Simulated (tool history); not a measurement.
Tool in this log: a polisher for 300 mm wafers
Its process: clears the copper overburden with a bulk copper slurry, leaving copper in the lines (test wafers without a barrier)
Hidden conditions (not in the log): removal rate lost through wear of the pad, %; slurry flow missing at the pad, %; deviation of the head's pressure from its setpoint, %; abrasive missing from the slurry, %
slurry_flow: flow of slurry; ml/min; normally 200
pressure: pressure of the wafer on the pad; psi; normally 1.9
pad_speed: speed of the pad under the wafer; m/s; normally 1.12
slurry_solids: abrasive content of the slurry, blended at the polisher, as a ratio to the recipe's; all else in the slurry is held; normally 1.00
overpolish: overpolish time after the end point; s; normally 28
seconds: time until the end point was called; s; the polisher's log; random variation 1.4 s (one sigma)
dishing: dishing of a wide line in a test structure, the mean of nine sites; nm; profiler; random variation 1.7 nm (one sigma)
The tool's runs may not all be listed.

run    hour  slurry_flow  pressure  pad_speed  slurry_solids  overpolish  wafers since the last listed run  wafers polished on this pad  hours since the slurry nozzle was cleaned  hours since the head pressure was calibrated  hours since the slurry blender was calibrated  incoming thickness of the incoming film, nm  seconds  dishing
  1     0.0          155       1.9       1.12           1.00          17                                 0                         5738                                      106.2                                         946.3                                          182.4                                        583.3     99.2     54.6
       89.1  -- worn pad replaced by a new one
  2    89.6          155       1.9       1.12           1.00          17                               612                            3                                      195.8                                        1035.9                                          272.0                                        585.4    101.0     53.8
  3   162.5          155       1.9       1.12           1.00          17                               521                          525                                      268.7                                        1108.8                                          344.9                                        576.1    102.4     51.6
      244.3  -- head pressure recalibrated
  4   268.6          200       1.9       1.12           1.00          28                               744                         1269                                      374.8                                          24.3                                          451.0                                        581.6     98.1     75.4
  5   342.3          200       1.9       1.12           1.00          28                               527                         1796                                      448.5                                          98.0                                          524.7                                        581.0    101.3     72.4
  6   428.2          200       2.4       1.12           1.00          35                               614                         2411                                      534.4                                         183.9                                          610.6                                        589.2     79.9     93.9
  7   471.1          200       1.9       0.92           0.75          28                               306                         2718                                      577.3                                         226.8                                          653.5                                        592.0    138.1     65.5
  8   544.9          170       2.2       0.76           0.90          28                               527                         3246                                      651.1                                         300.6                                          727.3                                        580.5    144.2     63.3
      556.5  -- slurry blender recalibrated
  9   629.0          140       1.9       1.36           0.75          17                               587                         3833                                      735.2                                         384.7                                           72.5                                        582.7    107.8     52.1
 10   689.4          200       1.9       1.12           1.00          28                               432                         4265                                      795.6                                         445.1                                          132.9                                        574.0    105.2     69.0
      708.5  -- slurry nozzle cleaned
 11   749.8          200       1.7       1.12           1.00          28                               424                         4690                                       41.3                                         505.5                                          193.3                                        577.6    104.8     69.9
      801.3  -- worn pad replaced by a new one
 12   986.3          200       1.9       1.12           1.00          28                              1662                         1322                                      277.8                                         742.0                                          429.8                                        592.9    100.9     72.1
 13  1071.1          170       2.2       0.76           0.90          28                               606                         1929                                      362.6                                         826.8                                          514.6                                        583.2    132.1     66.1
 14  1151.3          150       1.9       1.28           1.00          28                               573                         2503                                      442.8                                         907.0                                          594.8                                        575.7     93.0     75.9
 15  1191.2          140       1.9       1.30           1.00          28                               285                         2788                                      482.7                                         946.9                                          634.7                                        577.3     92.5     75.1
 16  1265.3          200       1.6       1.12           1.25          28                               530                         3318                                      556.8                                        1021.0                                          708.8                                        578.9    115.8     66.1
     1319.0  -- slurry blender recalibrated
 17  1348.8          200       1.9       1.12           1.15          28                               582                         3901                                      640.3                                        1104.5                                           29.8                                        592.1    100.7     76.1
 18  1401.8          200       2.3       1.28           1.15          35                               379                         4280                                      693.3                                        1157.5                                           82.8                                        581.1     72.0     98.8
 19  1475.2          200       1.9       1.12           0.80          28                               525                         4805                                      766.7                                        1230.9                                          156.2                                        580.5    110.8     67.2
     1495.6  -- worn pad replaced by a new one
     1502.7  -- slurry nozzle cleaned
     1521.8  -- head pressure recalibrated
 20  1563.0          265       2.6       1.12           1.10          37                               577                          460                                       60.3                                          41.2                                          244.0                                        587.0     64.5    104.9
 21  1665.9          200       1.9       1.12           1.00          28                               736                         1196                                      163.2                                         144.1                                          346.9                                        592.0     94.3     74.7
 22  1731.5          260       1.9       0.88           1.00          43                               469                         1666                                      228.8                                         209.7                                          412.5                                        577.5    118.9     78.5
 23  1819.8          200       1.9       1.12           1.00          28                               631                         2297                                      317.1                                         298.0                                          500.8                                        580.1     95.3     75.9
 24  1890.7          260       2.2       1.12           1.00          28                               507                         2804                                      388.0                                         368.9                                          571.7                                        587.5     81.6     83.1
 25  1994.0          200       2.1       1.12           0.70          28                               738                         3543                                      491.3                                         472.2                                          675.0                                        578.1     99.2     76.5
 26  2036.2          200       2.1       1.12           1.00          28                               301                         3845                                      533.5                                         514.4                                          717.2                                        585.7     88.6     80.6
     2057.7  -- slurry blender recalibrated
 27  2144.0          200       1.9       1.50           1.00          15                               756                         4602                                      641.3                                         622.2                                           86.3                                        589.6     78.2     61.8
     2299.9  -- slurry nozzle cleaned
     2383.7  -- worn pad replaced by a new one
 28  2406.1          255       1.9       0.82           1.00          28                              1838                          159                                      106.2                                         884.3                                          348.4                                        579.3    127.0     67.8

Forecast each of these 4 alternatives for the next run:
  A  2406.6          200       1.9       1.12           1.00          28                                 3                          163                                      106.7                                         884.8                                          348.9                                        579.0        ?        ?
  B  2406.6          135       1.6       1.52           1.00          28                                 3                          163                                      106.7                                         884.8                                          348.9                                        579.0        ?        ?
  C  2406.6          200       1.9       1.34           1.00          28                                 3                          163                                      106.7                                         884.8                                          348.9                                        579.0        ?        ?
  D  2406.6          200       1.9       1.12           0.85          28                                 3                          163                                      106.7                                         884.8                                          348.9                                        579.0        ?        ?

run  seconds  dishing
  A     95.4     75.0
  B     90.4     73.3
  C     79.7     81.1
  D     99.8     73.4
With the hidden condition removed and each run's random variation left untouched, the same runs would have given:
run  seconds  dishing
  A     93.9     75.5
  B     88.3     74.0
  C     78.5     81.6
  D     98.2     73.9
